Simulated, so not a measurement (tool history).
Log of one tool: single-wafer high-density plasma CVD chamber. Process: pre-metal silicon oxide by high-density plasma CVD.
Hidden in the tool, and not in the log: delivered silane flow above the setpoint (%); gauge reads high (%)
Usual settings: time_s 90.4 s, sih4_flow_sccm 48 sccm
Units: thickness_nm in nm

run     day  time_s  sih4_flow_sccm  wafers since the last listed run  hours since the silane flow controller was replaced  hours since the gauge calibration  read-back reference wafer on the same gauge, thickness_nm  thickness_nm
  1       0    90.4              51                                 0                                               2110.5                                533                                                    436.944       457.426
  2   0.538    90.4              51                               238                                               2123.4                              545.9                                                    436.576       457.027
  3   1.454    94.1              48                               406                                               2145.4                              567.9                                                    436.074       449.925
  4   2.642    94.1              48                               526                                               2173.9                              596.4                                                    438.452       447.539
  5   3.479    94.1              48                               371                                                 2194                              616.5                                                    438.081        445.28
  6   4.517    90.4              45                               459                                               2218.9                              641.4                                                    435.944       399.595
  7   5.192    90.4              45                               299                                               2235.1                              657.6                                                    437.144       407.828
  8   5.946    90.4              45                               334                                               2253.2                              675.7                                                    437.535       402.872
  9    6.65    90.4              48                               311                                               2270.1                              692.6                                                    436.859       434.465
 10   7.171    90.4              48                               230                                               2282.6                              705.1                                                    436.858       430.598
 11   8.288    90.4              48                               494                                               2309.4                              731.9                                                    436.804       430.041
 12   9.312    90.4              48                               454                                                 2334                              756.5                                                    438.295       427.003
 13   9.862    90.4              48                               243                                               2347.2                              769.7                                                    436.961       426.117
 14  10.983    90.4              48                               496                                               2374.1                              796.6                                                    437.371       429.691
 15  11.992    90.4              48                               446                                               2398.3                              820.8                                                    437.273       428.907
 16  13.888    90.4              48                               839                                               2443.8                              866.3                                                    436.693       431.383
 17  14.646    90.4              48                               335                                                 2462                              884.5                                                    436.744       432.924
 18  15.933    90.4              48                               570                                               2492.9                              915.4                                                    437.937       428.364
 19  17.429    83.1              48                               662                                               2528.8                              951.3                                                    436.899       396.048
 20  18.462    83.1              48                               457                                               2553.6                              976.1                                                    437.237       395.048
 21  19.229    86.4              48                               339                                                 2572                              994.5                                                    437.306       414.028
 22  20.338    80.8              53                               490                                               2598.6                             1021.1                                                    437.192       427.681
 23  21.667    90.4              48                               588                                               2630.5                               1053                                                    437.443       434.711
 24  22.917    90.4              48                               553                                               2660.5                               1083                                                    435.729       432.152
 25  23.596    75.2              43                               300                                               2676.8                             1099.3                                                    437.312       320.668
 26  24.846    98.9              48                               553                                               2706.8                             1129.3                                                    437.051       469.913
 27  25.988    90.4              57                               505                                               2734.2                             1156.7                                                    438.333       515.943
 28  27.183    94.1              48                               529                                               2762.9                             1185.4                                                    437.415       447.653
 29  29.321    85.2              44                               946                                               2814.2                             1236.7                                                     437.08       370.025
     29.712  -- gauge calibrated
 30   29.95    90.4              48                               278                                               2829.3                                5.7                                                    436.449       432.831
 31  31.129    85.1              43                               522                                               2857.6                                 34                                                    436.849       359.166
 32  33.904    82.7              44                              1229                                               2924.2                              100.6                                                    436.277        361.89
 33  34.458    98.4              51                               245                                               2937.5                              113.9                                                    437.813       496.564
 34      35    97.6              57                               239                                               2950.5                              126.9                                                    437.638       554.733
 35  36.171   106.6              42                               518                                               2978.6                                155                                                    436.099       445.845
 36  37.692   103.4              54                               673                                               3015.1                              191.5                                                    436.472        549.67
     38.346  -- silane flow controller replaced
 37  38.367    97.5              48                               151                                                  0.5                              207.7                                                    436.526        463.84
 38  39.204     105              45                               371                                                 20.6                              227.8                                                    436.585       470.888
 39  41.912   102.8              42                              1199                                                 85.6                              292.8                                                    437.236        427.28
 40  42.738    82.6              38                               365                                                105.4                              312.6                                                    437.943       310.734
 41  44.029    90.4              48                               572                                                136.4                              343.6                                                    437.442       434.244
 42  44.529    95.2              48                               221                                                148.4                              355.6                                                    436.646         453.7
 43  45.975   101.9              41                               640                                                183.1                              390.3                                                    437.001       413.188
 44  47.342      80              48                               605                                                215.9                              423.1                                                    436.142       377.917
 45  48.008    90.4              39                               295                                                231.9                              439.1                                                    437.169       350.632
 46  49.088    90.4              39                               478                                                257.8                                465                                                     437.68       349.749

What the log doesn't show, run by run:
delivered silane flow above the setpoint (%): 0 in every run
gauge reads high (%): 0 in every run
